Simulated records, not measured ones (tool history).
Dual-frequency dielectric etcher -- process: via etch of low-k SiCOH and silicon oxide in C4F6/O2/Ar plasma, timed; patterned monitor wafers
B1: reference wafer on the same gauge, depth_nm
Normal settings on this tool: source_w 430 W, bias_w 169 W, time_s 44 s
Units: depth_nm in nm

{"run": 1, "day": 0.0, "source_w": 430, "bias_w": 169, "time_s": 44, "B1": 97, "depth_nm": 114.1}
{"day": 3.133, "done": "wet clean of the chamber"}
{"run": 2, "day": 3.508, "source_w": 430, "bias_w": 169, "time_s": 44, "B1": 97, "depth_nm": 110.5}
{"run": 3, "day": 7.954, "source_w": 430, "bias_w": 169, "time_s": 44, "B1": 97, "depth_nm": 110.6}
{"run": 4, "day": 11.979, "source_w": 430, "bias_w": 169, "time_s": 44, "B1": 96.9, "depth_nm": 111.5}
{"run": 5, "day": 15.775, "source_w": 430, "bias_w": 169, "time_s": 44, "B1": 97, "depth_nm": 112}
{"day": 21.954, "done": "wet clean of the chamber"}
{"run": 6, "day": 26.5, "source_w": 430, "bias_w": 169, "time_s": 44, "B1": 97, "depth_nm": 111}
{"run": 7, "day": 29.254, "source_w": 430, "bias_w": 169, "time_s": 44, "B1": 97.2, "depth_nm": 111.5}
{"run": 8, "day": 33.738, "source_w": 430, "bias_w": 169, "time_s": 44, "B1": 97, "depth_nm": 112.1}
{"run": 9, "day": 36.142, "source_w": 430, "bias_w": 169, "time_s": 44, "B1": 97, "depth_nm": 112.9}
{"day": 38.146, "done": "upper electrode replaced"}
{"day": 40.617, "done": "wet clean of the chamber"}
{"run": 10, "day": 40.638, "source_w": 430, "bias_w": 169, "time_s": 44, "B1": 97.1, "depth_nm": 109.2}
{"run": 11, "day": 44.325, "source_w": 430, "bias_w": 169, "time_s": 44, "B1": 97, "depth_nm": 110.2}
{"day": 48.879, "done": "bias power generator calibrated"}
{"run": 12, "day": 55.225, "source_w": 430, "bias_w": 202, "time_s": 48.5, "B1": 97, "depth_nm": 134}
{"day": 57.904, "done": "gauge calibrated"}
{"run": 13, "day": 57.992, "source_w": 430, "bias_w": 202, "time_s": 48.5, "B1": 96.9, "depth_nm": 133.3}
{"day": 59.9, "done": "source power generator calibrated"}
{"run": 14, "day": 60.721, "source_w": 400, "bias_w": 203, "time_s": 44, "B1": 97.1, "depth_nm": 117}
{"day": 62.488, "done": "wet clean of the chamber"}
{"run": 15, "day": 64.517, "source_w": 430, "bias_w": 169, "time_s": 44, "B1": 97.1, "depth_nm": 110.3}
{"run": 16, "day": 66.938, "source_w": 350, "bias_w": 169, "time_s": 52.5, "B1": 96.9, "depth_nm": 115.5}
{"run": 17, "day": 70.517, "source_w": 430, "bias_w": 185, "time_s": 44, "B1": 96.8, "depth_nm": 115.8}
{"run": 18, "day": 72.925, "source_w": 480, "bias_w": 194, "time_s": 44, "B1": 97, "depth_nm": 126.8}
{"run": 19, "day": 75.133, "source_w": 430, "bias_w": 169, "time_s": 44, "B1": 97, "depth_nm": 112.3}
{"run": 20, "day": 79.412, "source_w": 430, "bias_w": 169, "time_s": 51.5, "B1": 97, "depth_nm": 132}
{"day": 82.379, "done": "wet clean of the chamber"}
{"run": 21, "day": 83.288, "source_w": 330, "bias_w": 128, "time_s": 44, "B1": 96.9, "depth_nm": 81.1}
{"run": 22, "day": 87.192, "source_w": 530, "bias_w": 136, "time_s": 53, "B1": 97, "depth_nm": 137}
{"run": 23, "day": 89.629, "source_w": 400, "bias_w": 182, "time_s": 44, "B1": 97.1, "depth_nm": 109.3}
{"run": 24, "day": 92.05, "source_w": 500, "bias_w": 169, "time_s": 53, "B1": 97, "depth_nm": 145.8}
{"run": 25, "day": 96.217, "source_w": 430, "bias_w": 153, "time_s": 40.5, "B1": 96.8, "depth_nm": 98.3}
{"run": 26, "day": 98.275, "source_w": 430, "bias_w": 169, "time_s": 44, "B1": 97.1, "depth_nm": 111.5}
{"run": 27, "day": 100.312, "source_w": 460, "bias_w": 133, "time_s": 51.5, "B1": 97.2, "depth_nm": 124.3}
{"day": 101.712, "done": "wet clean of the chamber"}
{"run": 28, "day": 104.371, "source_w": 390, "bias_w": 190, "time_s": 31.5, "B1": 96.8, "depth_nm": 77.6}

Alternative continuations, all from the tool just after run 28; predict every row:
{"run": "A", "day": 104.388, "source_w": 430, "bias_w": 169, "time_s": 44, "B1": "?", "depth_nm": "?"}
{"run": "B", "day": 104.388, "source_w": 390, "bias_w": 151, "time_s": 33, "B1": "?", "depth_nm": "?"}
{"run": "C", "day": 104.388, "source_w": 520, "bias_w": 180, "time_s": 40.5, "B1": "?", "depth_nm": "?"}
{"run": "D", "day": 104.388, "source_w": 360, "bias_w": 147, "time_s": 56.5, "B1": "?", "depth_nm": "?"}
{"run": "E", "day": 104.388, "source_w": 430, "bias_w": 204, "time_s": 38.5, "B1": "?", "depth_nm": "?"}

run=A B1=96.9 depth_nm=109.3
run=B B1=96.9 depth_nm=73.3
run=C B1=96.9 depth_nm=115.6
run=D B1=96.9 depth_nm=117.5
run=E B1=96.9 depth_nm=103.4
Stripped of hidden state, with their random variation kept, the same runs would have yielded:
run=A depth_nm=109.6
run=B depth_nm=73.6
run=C depth_nm=116
run=D depth_nm=117.9
run=E depth_nm=103.8
